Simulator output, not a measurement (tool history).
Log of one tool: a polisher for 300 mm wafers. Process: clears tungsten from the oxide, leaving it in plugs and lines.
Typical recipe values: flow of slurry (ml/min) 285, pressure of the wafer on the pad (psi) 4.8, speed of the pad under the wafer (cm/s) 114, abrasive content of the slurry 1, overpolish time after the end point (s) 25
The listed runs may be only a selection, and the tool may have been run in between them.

run   hour  flow of slurry (ml/min)  pressure of the wafer on the pad (psi)  speed of the pad under the wafer (cm/s)  abrasive content of the slurry  overpolish time after the end point (s)  wafers since the last listed run  wafers polished on this pad  hours since the slurry nozzle was cleaned  hours since the head pressure was calibrated  hours since the slurry blender was calibrated  hours since the slurry got fresh peroxide  incoming thickness of the incoming film, nm  time until the end point was called (s)
  1      0                      285                                     4.8                                      114                               1                                       25                                 0                           71                                        120                                           499                                          396.4                                       35.9                                          555                                       86
      10.3  -- slurry tank refilled with fresh slurry and peroxide
  2     14                      285                                     4.8                                      114                               1                                       21                               120                          192                                        134                                           513                                          410.4                                        3.7                                        539.9                                     81.8
  3   20.4                      285                                     4.8                                      114                               1                                       21                                59                          251                                      140.4                                         519.4                                          416.8                                       10.1                                        556.1                                     85.7
  4   28.6                      285                                     4.8                                      114                               1                                       21                                76                          327                                      148.6                                         527.6                                            425                                       18.3                                          554                                     88.6
      47.6  -- worn pad replaced by a new one
  5   48.1                      285                                     4.8                                      114                               1                                       25                               144                            4                                      168.1                                         547.1                                          444.5                                       37.8                                        544.2                                     82.8
  6   57.4                      285                                     4.8                                      114                               1                                       25                                86                           90                                      177.4                                         556.4                                          453.8                                       47.1                                          552                                     85.8
        64  -- slurry tank refilled with fresh slurry and peroxide
  7   64.5                      240                                     4.8                                      114                               1                                       25                                56                          147                                      184.5                                         563.5                                          460.9                                        0.5                                        547.6                                       88
      69.8  -- head pressure recalibrated
  8   70.7                      240                                     4.8                                      114                               1                                       25                                39                          186                                      190.7                                           0.9                                          467.1                                        6.7                                        549.6                                     87.8
      82.4  -- slurry nozzle cleaned
  9   85.2                      285                                     4.8                                      114                               1                                       25                               125                          312                                        2.8                                          15.4                                          481.6                                       21.2                                        540.2                                     88.8
      97.2  -- worn pad replaced by a new one
      97.8  -- slurry blender recalibrated
 10   98.3                      285                                     4.8                                      114                               1                                       25                                79                            4                                       15.9                                          28.5                                            0.5                                       34.3                                        550.2                                     70.1
 11  106.4                      285                                     4.8                                      124                               1                                       40                                75                           79                                         24                                          36.6                                            8.6                                       42.4                                        538.1                                     63.8
     108.1  -- slurry tank refilled with fresh slurry and peroxide
 12  116.2                      285                                     4.8                                      114                               1                                       25                                81                          161                                       33.8                                          46.4                                           18.4                                        8.1                                        546.7                                     70.4
 13  126.4                      250                                     3.2                                      114                               1                                       25                                94                          256                                         44                                          56.6                                           28.6                                       18.3                                        558.3                                    116.3
 14  140.3                      285                                     3.6                                      148                            1.25                                       25                               129                          385                                       57.9                                          70.5                                           42.5                                       32.2                                        554.1                                     74.5
 15  149.5                      285                                     4.8                                      102                               1                                       25                                85                          471                                       67.1                                          79.7                                           51.7                                       41.4                                        546.5                                     85.8
     155.1  -- slurry tank refilled with fresh slurry and peroxide
     157.1  -- worn pad replaced by a new one
 16  157.6                      245                                     3.3                                      126                            1.15                                       25                                47                            4                                       75.2                                          87.8                                           59.8                                        2.5                                        539.6                                     93.4
 17  165.9                      245                                     4.8                                      114                               1                                       25                                77                           81                                       83.5                                          96.1                                           68.1                                       10.8                                        550.9                                     76.9
 18  180.3                      285                                     4.8                                      148                               1                                       25                               133                          215                                       97.9                                         110.5                                           82.5                                       25.2                                          558                                     62.6
 19  193.9                      285                                     4.8                                       84                               1                                       30                               126                          342                                      111.5                                         124.1                                           96.1                                       38.8                                        555.4                                      104

Some steps in time until the end point was called (s) between neighbouring runs. How much of each would the tool show without its hidden state too (settings, what came in, random variation), and how much is left for the hidden state, with any gauge scatter that isn't in both results?
What the log doesn't record here: removal rate lost through wear of the pad, %; slurry flow missing at the pad, %; deviation of the head's pressure from its setpoint, %; abrasive missing from the slurry, %; peroxide lost from the slurry, %.
Run 9 -> 10: worn pad replaced by a new one, slurry blender recalibrated. time until the end point was called (s) -18.7: hidden state -18.6, all else -0.1.
Run 12 -> 13: flow of slurry (ml/min) 285 -> 250, pressure of the wafer on the pad (psi) 4.8 -> 3.2. time until the end point was called (s) +45.9: hidden state +4.5, all else +41.4.
